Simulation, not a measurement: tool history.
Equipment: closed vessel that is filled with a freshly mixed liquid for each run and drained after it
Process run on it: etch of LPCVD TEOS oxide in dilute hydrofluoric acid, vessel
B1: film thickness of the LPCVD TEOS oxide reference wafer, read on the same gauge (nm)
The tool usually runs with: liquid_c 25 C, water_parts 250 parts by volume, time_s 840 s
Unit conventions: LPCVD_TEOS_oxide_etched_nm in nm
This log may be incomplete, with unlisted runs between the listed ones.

{"run": 1, "hour": 0.0, "liquid_c": 25, "water_parts": 250, "time_s": 840, "B1": 110.01, "LPCVD_TEOS_oxide_etched_nm": 55}
{"run": 2, "hour": 12.2, "liquid_c": 25, "water_parts": 250, "time_s": 840, "B1": 109.98, "LPCVD_TEOS_oxide_etched_nm": 55.21}
{"run": 3, "hour": 26.2, "liquid_c": 25, "water_parts": 250, "time_s": 840, "B1": 109.98, "LPCVD_TEOS_oxide_etched_nm": 55.18}
{"run": 4, "hour": 43.5, "liquid_c": 25, "water_parts": 250, "time_s": 840, "B1": 110.01, "LPCVD_TEOS_oxide_etched_nm": 54.89}
{"run": 5, "hour": 59.0, "liquid_c": 25, "water_parts": 250, "time_s": 1040, "B1": 110.03, "LPCVD_TEOS_oxide_etched_nm": 68.19}
{"hour": 98.3, "done": "hydrofluoric acid flow meter replaced"}
{"run": 6, "hour": 102.3, "liquid_c": 25, "water_parts": 250, "time_s": 1040, "B1": 110.01, "LPCVD_TEOS_oxide_etched_nm": 60.74}
{"run": 7, "hour": 112.3, "liquid_c": 25, "water_parts": 250, "time_s": 1175, "B1": 109.97, "LPCVD_TEOS_oxide_etched_nm": 68.53}
{"run": 8, "hour": 127.5, "liquid_c": 25, "water_parts": 250, "time_s": 1175, "B1": 109.99, "LPCVD_TEOS_oxide_etched_nm": 68.68}
{"run": 9, "hour": 133.5, "liquid_c": 25, "water_parts": 250, "time_s": 840, "B1": 109.99, "LPCVD_TEOS_oxide_etched_nm": 49.31}
{"run": 10, "hour": 145.6, "liquid_c": 27.5, "water_parts": 250, "time_s": 840, "B1": 109.97, "LPCVD_TEOS_oxide_etched_nm": 53.52}
{"run": 11, "hour": 161.6, "liquid_c": 25, "water_parts": 250, "time_s": 840, "B1": 110, "LPCVD_TEOS_oxide_etched_nm": 49}
{"run": 12, "hour": 170.8, "liquid_c": 25, "water_parts": 305, "time_s": 1060, "B1": 109.98, "LPCVD_TEOS_oxide_etched_nm": 48.06}
{"hour": 176.7, "done": "gauge calibrated"}
{"run": 13, "hour": 181.9, "liquid_c": 26.5, "water_parts": 350, "time_s": 520, "B1": 110.02, "LPCVD_TEOS_oxide_etched_nm": 20.87}
{"hour": 190.9, "done": "thermometer replaced"}
{"run": 14, "hour": 197.5, "liquid_c": 25, "water_parts": 250, "time_s": 840, "B1": 110, "LPCVD_TEOS_oxide_etched_nm": 49.46}

Expected results for the next run?
{"run": 15, "hour": 206.6, "liquid_c": 25, "water_parts": 170, "time_s": 430, "B1": "?", "LPCVD_TEOS_oxide_etched_nm": "?"}

{"run 15": {"B1": 109.99, "LPCVD_TEOS_oxide_etched_nm": 40.24}}
The same run, on a tool lacking any hidden state, would have yielded LPCVD_TEOS_oxide_etched_nm 39.84 nm.
